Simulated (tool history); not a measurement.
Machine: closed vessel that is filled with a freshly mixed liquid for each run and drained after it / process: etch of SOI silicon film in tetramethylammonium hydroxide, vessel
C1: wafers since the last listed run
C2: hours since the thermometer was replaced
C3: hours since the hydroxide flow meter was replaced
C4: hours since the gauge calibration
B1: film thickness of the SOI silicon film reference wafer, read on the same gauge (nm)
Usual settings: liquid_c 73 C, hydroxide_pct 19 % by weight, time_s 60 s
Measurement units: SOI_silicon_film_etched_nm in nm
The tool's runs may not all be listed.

Run 1, hour 0: usual settings; C1 0; C2 1829.6; C3 699; C4 98.2; B1 79.98. Result: SOI_silicon_film_etched_nm 423.19 nm.
Run 2, hour 30.3: usual settings but liquid_c 79 C, hydroxide_pct 20.5 % by weight; C1 2468; C2 1859.9; C3 729.3; C4 128.5; B1 80.02. Result: SOI_silicon_film_etched_nm 569.63 nm.
Run 3, hour 50: usual settings but liquid_c 79 C, hydroxide_pct 20.5 % by weight; C1 1605; C2 1879.6; C3 749; C4 148.2; B1 79.98. Result: SOI_silicon_film_etched_nm 572.6 nm.
Run 4, hour 82.6: usual settings; C1 2656; C2 1912.2; C3 781.6; C4 180.8; B1 80.01. Result: SOI_silicon_film_etched_nm 428.56 nm.
Run 5, hour 108.1: usual settings; C1 2077; C2 1937.7; C3 807.1; C4 206.3; B1 80.02. Result: SOI_silicon_film_etched_nm 425.57 nm.
Run 6, hour 126.5: usual settings; C1 1499; C2 1956.1; C3 825.5; C4 224.7; B1 80.02. Result: SOI_silicon_film_etched_nm 425.64 nm.
Run 7, hour 160.3: usual settings; C1 2753; C2 1989.9; C3 859.3; C4 258.5; B1 79.99. Result: SOI_silicon_film_etched_nm 427.63 nm.
Run 8, hour 177.4: usual settings; C1 1393; C2 2007; C3 876.4; C4 275.6; B1 80.01. Result: SOI_silicon_film_etched_nm 424.2 nm.
Run 9, hour 213.1: usual settings; C1 2908; C2 2042.7; C3 912.1; C4 311.3; B1 79.99. Result: SOI_silicon_film_etched_nm 430.26 nm.
Run 10, hour 237.4: usual settings; C1 1979; C2 2067; C3 936.4; C4 335.6; B1 80. Result: SOI_silicon_film_etched_nm 426.2 nm.
At hour 247.3: thermometer replaced.
At hour 252.3: hydroxide flow meter replaced.
Run 11, hour 261.4: usual settings; C1 1792; C2 14.1; C3 9.1; C4 359.6; B1 80. Result: SOI_silicon_film_etched_nm 380.69 nm.
Run 12, hour 292.3: usual settings; C1 2517; C2 45; C3 40; C4 390.5; B1 80. Result: SOI_silicon_film_etched_nm 381.05 nm.
Run 13, hour 320.7: usual settings but liquid_c 75.5 C, time_s 30 s; C1 2313; C2 73.4; C3 68.4; C4 418.9; B1 80.02. Result: SOI_silicon_film_etched_nm 219.88 nm.
Run 14, hour 337.3: usual settings but hydroxide_pct 24 % by weight, time_s 30 s; C1 1352; C2 90; C3 85; C4 435.5; B1 80.02. Result: SOI_silicon_film_etched_nm 160.21 nm.
Run 15, hour 351.8: usual settings but liquid_c 78.5 C, hydroxide_pct 16 % by weight, time_s 90 s; C1 1181; C2 104.5; C3 99.5; C4 450; B1 80.02. Result: SOI_silicon_film_etched_nm 832.78 nm.
Run 16, hour 385.5: usual settings but liquid_c 75 C, hydroxide_pct 24 % by weight, time_s 30 s; C1 2745; C2 138.2; C3 133.2; C4 483.7; B1 80.03. Result: SOI_silicon_film_etched_nm 180.57 nm.
Run 17, hour 408.6: usual settings but liquid_c 77.5 C, hydroxide_pct 22.5 % by weight; C1 1882; C2 161.3; C3 156.3; C4 506.8; B1 80.01. Result: SOI_silicon_film_etched_nm 451.31 nm.
Run 18, hour 439.3: usual settings but liquid_c 67.5 C, hydroxide_pct 14.5 % by weight; C1 2501; C2 192; C3 187; C4 537.5; B1 80. Result: SOI_silicon_film_etched_nm 308.93 nm.
At hour 447.4: gauge calibrated.
Run 19, hour 536.1: usual settings but liquid_c 68.5 C, hydroxide_pct 22 % by weight; C1 7886; C2 288.8; C3 283.8; C4 88.7; B1 79.99. Result: SOI_silicon_film_etched_nm 277.8 nm.
Run 20, hour 555.5: usual settings; C1 1580; C2 308.2; C3 303.2; C4 108.1; B1 80. Result: SOI_silicon_film_etched_nm 385.05 nm.
Run 21, hour 584.9: usual settings but liquid_c 76 C, hydroxide_pct 17 % by weight, time_s 40 s; C1 2395; C2 337.6; C3 332.6; C4 137.5; B1 79.99. Result: SOI_silicon_film_etched_nm 316.77 nm.
Run 22, hour 614.4: usual settings but hydroxide_pct 21.5 % by weight, time_s 70 s; C1 2403; C2 367.1; C3 362.1; C4 167; B1 80. Result: SOI_silicon_film_etched_nm 426.99 nm.
Run 23, hour 636.1: usual settings; C1 1768; C2 388.8; C3 383.8; C4 188.7; B1 79.98. Result: SOI_silicon_film_etched_nm 389.78 nm.
Run 24, hour 658.8: usual settings but liquid_c 79.5 C, hydroxide_pct 22 % by weight, time_s 70 s; C1 1849; C2 411.5; C3 406.5; C4 211.4; B1 80.02. Result: SOI_silicon_film_etched_nm 605.55 nm.

5 options for the next run, each taken on its own from the tool as it stands now. Forecast them:
Run A, hour 659.5: usual settings; C1 57; C2 412.2; C3 407.2; C4 212.1; B1 ?. Result: SOI_silicon_film_etched_nm ?.
Run B, hour 659.5: usual settings but liquid_c 77.5 C, time_s 40 s; C1 57; C2 412.2; C3 407.2; C4 212.1; B1 ?. Result: SOI_silicon_film_etched_nm ?.
Run C, hour 659.5: usual settings but time_s 40 s; C1 57; C2 412.2; C3 407.2; C4 212.1; B1 ?. Result: SOI_silicon_film_etched_nm ?.
Run D, hour 659.5: usual settings but liquid_c 77 C; C1 57; C2 412.2; C3 407.2; C4 212.1; B1 ?. Result: SOI_silicon_film_etched_nm ?.
Run E, hour 659.5: usual settings but time_s 35 s; C1 57; C2 412.2; C3 407.2; C4 212.1; B1 ?. Result: SOI_silicon_film_etched_nm ?.

run     B1  SOI_silicon_film_etched_nm
  A  80.02                      386.29
  B  80.02                      332.41
  C  80.02                      257.53
  D  80.02                      484.82
  E  80.02                      225.34
The same runs, with their run-to-run variation unchanged, on a tool lacking any hidden condition would have given:
run  SOI_silicon_film_etched_nm
  A                      370.61
  B                      319.25
  C                      247.07
  D                      465.58
  E                      216.19
